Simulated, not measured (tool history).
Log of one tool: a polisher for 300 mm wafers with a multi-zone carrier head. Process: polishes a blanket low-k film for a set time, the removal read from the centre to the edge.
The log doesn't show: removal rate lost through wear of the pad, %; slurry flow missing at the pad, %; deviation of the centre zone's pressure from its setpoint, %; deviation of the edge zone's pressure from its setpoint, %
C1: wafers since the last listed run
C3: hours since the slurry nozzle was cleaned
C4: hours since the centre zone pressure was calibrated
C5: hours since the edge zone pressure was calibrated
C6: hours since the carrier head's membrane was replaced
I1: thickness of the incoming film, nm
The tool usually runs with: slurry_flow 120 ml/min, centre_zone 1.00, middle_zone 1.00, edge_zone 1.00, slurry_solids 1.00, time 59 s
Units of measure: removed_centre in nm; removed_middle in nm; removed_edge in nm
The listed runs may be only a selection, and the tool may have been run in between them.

run 1 hour=0.0 | slurry_flow=120 centre_zone=1.00 middle_zone=1.00 edge_zone=1.00 slurry_solids=1.00 time=59 | C1=0 wafers_polished_on_this_pad=625 C3=540.2 C4=308.1 C5=305.2 C6=1426.8 | I1=408.4 | removed_centre=19.1 removed_middle=19.9 removed_edge=20.1
run 2 hour=54.7 | slurry_flow=120 centre_zone=1.00 middle_zone=1.00 edge_zone=1.00 slurry_solids=1.20 time=59 | C1=502 wafers_polished_on_this_pad=1127 C3=594.9 C4=362.8 C5=359.9 C6=1481.5 | I1=411.7 | removed_centre=21.8 removed_middle=21.8 removed_edge=22.3
-- hour=59.5 slurry nozzle cleaned
-- hour=80.4 edge zone pressure recalibrated
run 3 hour=108.2 | slurry_flow=120 centre_zone=1.00 middle_zone=1.00 edge_zone=1.00 slurry_solids=1.15 time=59 | C1=463 wafers_polished_on_this_pad=1590 C3=48.7 C4=416.3 C5=27.8 C6=1535.0 | I1=417.4 | removed_centre=22.7 removed_middle=22.6 removed_edge=23.1
-- hour=148.0 centre zone pressure recalibrated
-- hour=149.0 worn pad replaced by a new one
run 4 hour=157.6 | slurry_flow=120 centre_zone=1.00 middle_zone=1.00 edge_zone=1.00 slurry_solids=1.00 time=59 | C1=425 wafers_polished_on_this_pad=79 C3=98.1 C4=9.6 C5=77.2 C6=1584.4 | I1=414.8 | removed_centre=21.3 removed_middle=21.0 removed_edge=21.7
run 5 hour=215.4 | slurry_flow=120 centre_zone=1.00 middle_zone=1.00 edge_zone=1.00 slurry_solids=1.00 time=59 | C1=530 wafers_polished_on_this_pad=609 C3=155.9 C4=67.4 C5=135.0 C6=1642.2 | I1=408.6 | removed_centre=20.3 removed_middle=20.8 removed_edge=21.1
run 6 hour=281.8 | slurry_flow=120 centre_zone=1.00 middle_zone=1.00 edge_zone=1.00 slurry_solids=1.00 time=59 | C1=609 wafers_polished_on_this_pad=1219 C3=222.3 C4=133.8 C5=201.4 C6=1708.6 | I1=413.2 | removed_centre=20.1 removed_middle=20.0 removed_edge=20.6
run 7 hour=353.2 | slurry_flow=120 centre_zone=1.00 middle_zone=1.00 edge_zone=1.00 slurry_solids=1.00 time=59 | C1=655 wafers_polished_on_this_pad=1874 C3=293.7 C4=205.2 C5=272.8 C6=1780.0 | I1=408.3 | removed_centre=19.6 removed_middle=19.4 removed_edge=20.3
-- hour=362.2 worn pad replaced by a new one
run 8 hour=390.9 | slurry_flow=120 centre_zone=1.00 middle_zone=1.00 edge_zone=0.97 slurry_solids=1.00 time=59 | C1=309 wafers_polished_on_this_pad=263 C3=331.4 C4=242.9 C5=310.5 C6=1817.7 | I1=415.2 | removed_centre=20.2 removed_middle=20.1 removed_edge=20.2
-- hour=407.9 edge zone pressure recalibrated
run 9 hour=438.3 | slurry_flow=120 centre_zone=1.00 middle_zone=1.00 edge_zone=1.00 slurry_solids=1.00 time=59 | C1=416 wafers_polished_on_this_pad=680 C3=378.8 C4=290.3 C5=30.4 C6=1865.1 | I1=409.9 | removed_centre=19.8 removed_middle=20.0 removed_edge=20.7
-- hour=457.2 carrier head's membrane replaced by a new one
run 10 hour=480.1 | slurry_flow=120 centre_zone=1.00 middle_zone=1.00 edge_zone=1.00 slurry_solids=1.00 time=59 | C1=337 wafers_polished_on_this_pad=1017 C3=420.6 C4=332.1 C5=72.2 C6=22.9 | I1=411.6 | removed_centre=19.0 removed_middle=19.5 removed_edge=20.1
run 11 hour=535.6 | slurry_flow=120 centre_zone=1.00 middle_zone=1.00 edge_zone=1.00 slurry_solids=1.00 time=59 | C1=509 wafers_polished_on_this_pad=1527 C3=476.1 C4=387.6 C5=127.7 C6=78.4 | I1=408.4 | removed_centre=19.2 removed_middle=19.6 removed_edge=20.3
-- hour=563.2 centre zone pressure recalibrated
-- hour=610.1 worn pad replaced by a new one
run 12 hour=611.3 | slurry_flow=120 centre_zone=1.00 middle_zone=1.00 edge_zone=1.00 slurry_solids=1.00 time=59 | C1=639 wafers_polished_on_this_pad=11 C3=551.8 C4=48.1 C5=203.4 C6=154.1 | I1=404.2 | removed_centre=19.6 removed_middle=20.4 removed_edge=20.6
run 13 hour=712.6 | slurry_flow=120 centre_zone=1.00 middle_zone=1.00 edge_zone=1.00 slurry_solids=0.85 time=42 | C1=929 wafers_polished_on_this_pad=940 C3=653.1 C4=149.4 C5=304.7 C6=255.4 | I1=408.6 | removed_centre=12.0 removed_middle=12.1 removed_edge=12.9
-- hour=748.9 slurry nozzle cleaned
run 14 hour=757.1 | slurry_flow=120 centre_zone=1.00 middle_zone=1.00 edge_zone=1.00 slurry_solids=0.75 time=59 | C1=399 wafers_polished_on_this_pad=1340 C3=8.2 C4=193.9 C5=349.2 C6=299.9 | I1=414.5 | removed_centre=16.0 removed_middle=15.9 removed_edge=16.0
-- hour=764.8 edge zone pressure recalibrated
-- hour=825.3 worn pad replaced by a new one
run 15 hour=825.8 | slurry_flow=120 centre_zone=1.00 middle_zone=0.96 edge_zone=0.93 slurry_solids=1.20 time=47 | C1=575 wafers_polished_on_this_pad=4 C3=76.9 C4=262.6 C5=61.0 C6=368.6 | I1=408.4 | removed_centre=19.1 removed_middle=18.5 removed_edge=19.0
run 16 hour=917.2 | slurry_flow=120 centre_zone=1.05 middle_zone=0.90 edge_zone=1.00 slurry_solids=1.10 time=59 | C1=838 wafers_polished_on_this_pad=843 C3=168.3 C4=354.0 C5=152.4 C6=460.0 | I1=407.6 | removed_centre=23.1 removed_middle=20.3 removed_edge=22.8
run 17 hour=998.2 | slurry_flow=130 centre_zone=1.00 middle_zone=1.07 edge_zone=1.00 slurry_solids=0.80 time=59 | C1=743 wafers_polished_on_this_pad=1586 C3=249.3 C4=435.0 C5=233.4 C6=541.0 | I1=416.3 | removed_centre=16.6 removed_middle=17.7 removed_edge=16.7
-- hour=1001.0 centre zone pressure recalibrated
-- hour=1054.0 worn pad replaced by a new one
run 18 hour=1070.3 | slurry_flow=105 centre_zone=1.00 middle_zone=0.92 edge_zone=0.95 slurry_solids=1.00 time=59 | C1=606 wafers_polished_on_this_pad=149 C3=321.4 C4=69.3 C5=305.5 C6=613.1 | I1=403.2 | removed_centre=19.5 removed_middle=18.5 removed_edge=19.4
run 19 hour=1122.1 | slurry_flow=120 centre_zone=0.90 middle_zone=0.89 edge_zone=1.00 slurry_solids=0.80 time=59 | C1=475 wafers_polished_on_this_pad=624 C3=373.2 C4=121.1 C5=357.3 C6=664.9 | I1=414.8 | removed_centre=14.9 removed_middle=15.0 removed_edge=17.3
-- hour=1137.2 edge zone pressure recalibrated
run 20 hour=1188.4 | slurry_flow=155 centre_zone=1.00 middle_zone=1.00 edge_zone=1.09 slurry_solids=0.80 time=59 | C1=590 wafers_polished_on_this_pad=1214 C3=439.5 C4=187.4 C5=51.2 C6=731.2 | I1=414.4 | removed_centre=17.2 removed_middle=17.2 removed_edge=18.3

Each row is a separate what-if for the run after 20, all from the same tool condition, not one after another. Results?
run A hour=1188.8 | slurry_flow=120 centre_zone=1.00 middle_zone=0.94 edge_zone=1.00 slurry_solids=1.00 time=59 | C1=3 wafers_polished_on_this_pad=1218 C3=439.9 C4=187.8 C5=51.6 C6=731.6 | I1=413.7 | removed_centre=? removed_middle=? removed_edge=?
run B hour=1188.8 | slurry_flow=155 centre_zone=1.00 middle_zone=1.00 edge_zone=1.00 slurry_solids=1.00 time=79 | C1=3 wafers_polished_on_this_pad=1218 C3=439.9 C4=187.8 C5=51.6 C6=731.6 | I1=413.7 | removed_centre=? removed_middle=? removed_edge=?
run C hour=1188.8 | slurry_flow=145 centre_zone=1.00 middle_zone=1.10 edge_zone=1.00 slurry_solids=1.00 time=59 | C1=3 wafers_polished_on_this_pad=1218 C3=439.9 C4=187.8 C5=51.6 C6=731.6 | I1=413.7 | removed_centre=? removed_middle=? removed_edge=?
run D hour=1188.8 | slurry_flow=120 centre_zone=1.00 middle_zone=1.00 edge_zone=1.00 slurry_solids=0.90 time=59 | C1=3 wafers_polished_on_this_pad=1218 C3=439.9 C4=187.8 C5=51.6 C6=731.6 | I1=413.7 | removed_centre=? removed_middle=? removed_edge=?
run E hour=1188.8 | slurry_flow=90 centre_zone=1.00 middle_zone=1.00 edge_zone=1.00 slurry_solids=1.00 time=59 | C1=3 wafers_polished_on_this_pad=1218 C3=439.9 C4=187.8 C5=51.6 C6=731.6 | I1=413.7 | removed_centre=? removed_middle=? removed_edge=?

run=A removed_centre=19.4 removed_middle=18.9 removed_edge=20.3
run=B removed_centre=28.0 removed_middle=28.4 removed_edge=28.3
run=C removed_centre=20.5 removed_middle=22.6 removed_edge=20.9
run=D removed_centre=17.8 removed_middle=18.3 removed_edge=18.6
run=E removed_centre=17.5 removed_middle=18.2 removed_edge=19.2
With no hidden state in the tool, these same runs would have given:
run=A removed_centre=21.8 removed_middle=21.0 removed_edge=22.0
run=B removed_centre=30.9 removed_middle=31.1 removed_edge=30.5
run=C removed_centre=22.8 removed_middle=24.9 removed_edge=22.6
run=D removed_centre=20.1 removed_middle=20.3 removed_edge=20.2
run=E removed_centre=20.2 removed_middle=20.7 removed_edge=21.0
